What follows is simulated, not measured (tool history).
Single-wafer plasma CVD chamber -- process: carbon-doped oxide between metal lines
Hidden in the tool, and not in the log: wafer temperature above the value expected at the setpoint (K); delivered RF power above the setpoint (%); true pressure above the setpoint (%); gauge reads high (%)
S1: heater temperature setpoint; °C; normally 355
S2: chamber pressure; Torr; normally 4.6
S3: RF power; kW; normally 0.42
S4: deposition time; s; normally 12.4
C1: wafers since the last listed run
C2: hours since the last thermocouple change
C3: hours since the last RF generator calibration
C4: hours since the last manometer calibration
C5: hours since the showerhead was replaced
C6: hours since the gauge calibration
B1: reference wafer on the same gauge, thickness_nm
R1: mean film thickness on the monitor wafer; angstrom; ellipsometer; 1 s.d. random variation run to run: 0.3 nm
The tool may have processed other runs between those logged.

run,day,S1,S2,S3,S4,C1,C2,C3,C4,C5,C6,B1,R1
1,0,355,4.6,0.42,12.4,0,1342.9,604.3,1279.8,4220.9,58.6,45.024,508.73
2,2.1,355,4.6,0.42,12.4,1944,1393.3,654.7,1330.2,4271.3,109,45.061,494.53
3,2.454,355,4.6,0.42,12.4,327,1401.8,663.2,1338.7,4279.8,117.5,45.039,496.6
4,2.983,355,4.6,0.42,12.4,489,1414.5,675.9,1351.4,4292.5,130.2,44.994,501.77
5,3.688,355,4.6,0.42,12.4,651,1431.4,692.8,1368.3,4309.4,147.1,45.074,499.71
6,4.179,355,4.6,0.465,12.4,455,1443.2,704.6,1380.1,4321.2,158.9,45.026,548.57
# day 4.558: thermocouple changed; heater temperature recalibrated
# day 4.925: showerhead replaced
7,4.946,355,4.6,0.465,12.4,92,9.3,723,1398.5,0.5,177.3,45.036,549.01
8,5.375,355,4.6,0.42,12.4,397,19.6,733.3,1408.8,10.8,187.6,45.028,497.89
9,5.988,355,4.6,0.42,12.4,567,34.3,748,1423.5,25.5,202.3,44.985,496.13
# day 6.583: gauge calibrated
10,6.696,355,4.6,0.42,12.4,655,51.3,765,1440.5,42.5,2.7,45.063,495.88
11,7.067,355,4.6,0.42,12.4,343,60.2,773.9,1449.4,51.4,11.6,44.929,489.14
# day 7.612: capacitance manometer re-zeroed and calibrated
12,7.633,355,4.6,0.42,12.4,216,73.8,787.5,0.5,65,25.2,45.103,495.45
13,7.662,355,5.49,0.42,10.8,27,74.5,788.2,1.2,65.7,25.9,45.072,446.33
14,7.988,351,4.6,0.42,12.4,300,82.3,796,9,73.5,33.7,44.883,498.8
15,8.271,355,4.6,0.42,12.4,262,89.1,802.8,15.8,80.3,40.5,45.068,494.98
# day 9.012: RF generator calibrated
16,9.033,355,5.49,0.42,10.8,397,107.4,0.5,34.1,98.6,58.8,45.007,475.42
17,9.158,350,5.14,0.42,12.4,115,110.4,3.5,37.1,101.6,61.8,44.942,542.54
18,9.854,369,4.21,0.42,12.4,644,127.1,20.2,53.8,118.3,78.5,44.931,506.77
19,10.517,361,5.66,0.375,14,613,143,36.1,69.7,134.2,94.4,44.913,540.58
20,10.812,355,4.6,0.375,10.9,273,150.1,43.2,76.8,141.3,101.5,45.074,412.09
21,12.083,355,5.74,0.42,10.1,1176,180.6,73.7,107.3,171.8,132,44.956,448.57
22,12.517,370,3.68,0.375,14,401,191,84.1,117.7,182.2,142.4,45.031,491.48
23,12.779,363,4.6,0.47,14.7,243,197.3,90.4,124,188.5,148.7,44.941,671.64
24,13.496,363,4.6,0.38,12.4,663,214.5,107.6,141.2,205.7,165.9,44.979,464.5

Hidden condition of the tool, last listed run before each entry between runs versus first listed run after:
Runs 6 to 7: thermocouple changed; heater temperature recalibrated (day 4.558); showerhead replaced (day 4.925)
  delivered RF power above the setpoint (%): -6.55 -> -6.72
  what was measured, less what the result would be without the hidden state, R1: -34.61 -> -35.67 angstrom
Runs 9 to 10: gauge calibrated (day 6.583)
  delivered RF power above the setpoint (%): -6.94 -> -7.1
  what was measured, less what the result would be without the hidden state, R1: -36.4 -> -37.28 angstrom
Runs 11 to 12: capacitance manometer re-zeroed and calibrated (day 7.612)
  delivered RF power above the setpoint (%): -7.18 -> -7.3
  what was measured, less what the result would be without the hidden state, R1: -37.25 -> -38.47 angstrom
Runs 15 to 16: RF generator calibrated (day 9.012)
  delivered RF power above the setpoint (%): -7.44 -> -0.4
  what was measured, less what the result would be without the hidden state, R1: -39.25 -> -1.86 angstrom
